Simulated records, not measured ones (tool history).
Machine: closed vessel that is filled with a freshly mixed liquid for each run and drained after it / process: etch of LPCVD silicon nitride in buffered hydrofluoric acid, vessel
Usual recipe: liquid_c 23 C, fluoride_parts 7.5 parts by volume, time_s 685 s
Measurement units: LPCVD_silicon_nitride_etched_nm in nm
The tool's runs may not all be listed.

run    hour  liquid_c  fluoride_parts  time_s  read-back film thickness of the LPCVD silicon nitride reference wafer, read on the same gauge (nm)  LPCVD_silicon_nitride_etched_nm
  1       0        23             8.5     685                                                                                               97.61                             9.64
  2   235.7        23             8.5     685                                                                                                96.8                             9.61
      279.7  -- gauge calibrated
  3   282.2        23             8.5     685                                                                                              100.75                             9.93
  4   325.2        23             7.5     585                                                                                              100.61                              9.7
        327  -- hydrofluoric acid flow meter replaced
  5   408.9        23             7.5     585                                                                                              100.31                             9.69
  6   467.6        23             7.5     585                                                                                              100.12                             9.89
  7   523.7        23             7.5     685                                                                                               99.92                            11.46
  8   592.1        23             7.5     685                                                                                                99.7                            11.28
  9   644.2        21             9.5     685                                                                                               99.51                             8.13
 10   727.9        21             9.5     685                                                                                               99.23                             8.03
      746.9  -- hydrofluoric acid flow meter replaced
 11   821.5        21             9.5     685                                                                                               98.93                                8
      842.5  -- thermometer replaced
 12   901.5        23             5.5     515                                                                                               98.65                            11.27
 13     968        23             7.5     685                                                                                               98.44                            11.22
 14  1033.2        23             7.5     685                                                                                                98.2                            11.29
     1197.6  -- hydrofluoric acid flow meter replaced
 15  1220.4      24.5             5.5     315                                                                                               97.58                             7.39
       1255  -- gauge calibrated
 16  1272.1        23             7.5     685                                                                                              100.03                            11.31
 17    1311        23             7.5     685                                                                                               99.91                             11.3
 18  1360.7      24.5             7.5     915                                                                                               99.74                            16.47

What will run 19 give?
 19  1446      25.5            10.5     685                                                                                                   ?                                ?

read-back film thickness of the LPCVD silicon nitride reference wafer, read on the same gauge (nm): 99.45
LPCVD_silicon_nitride_etched_nm: 9.45 nm
Had the tool carried no hidden state, the very same run would have given LPCVD_silicon_nitride_etched_nm 9.5 nm.
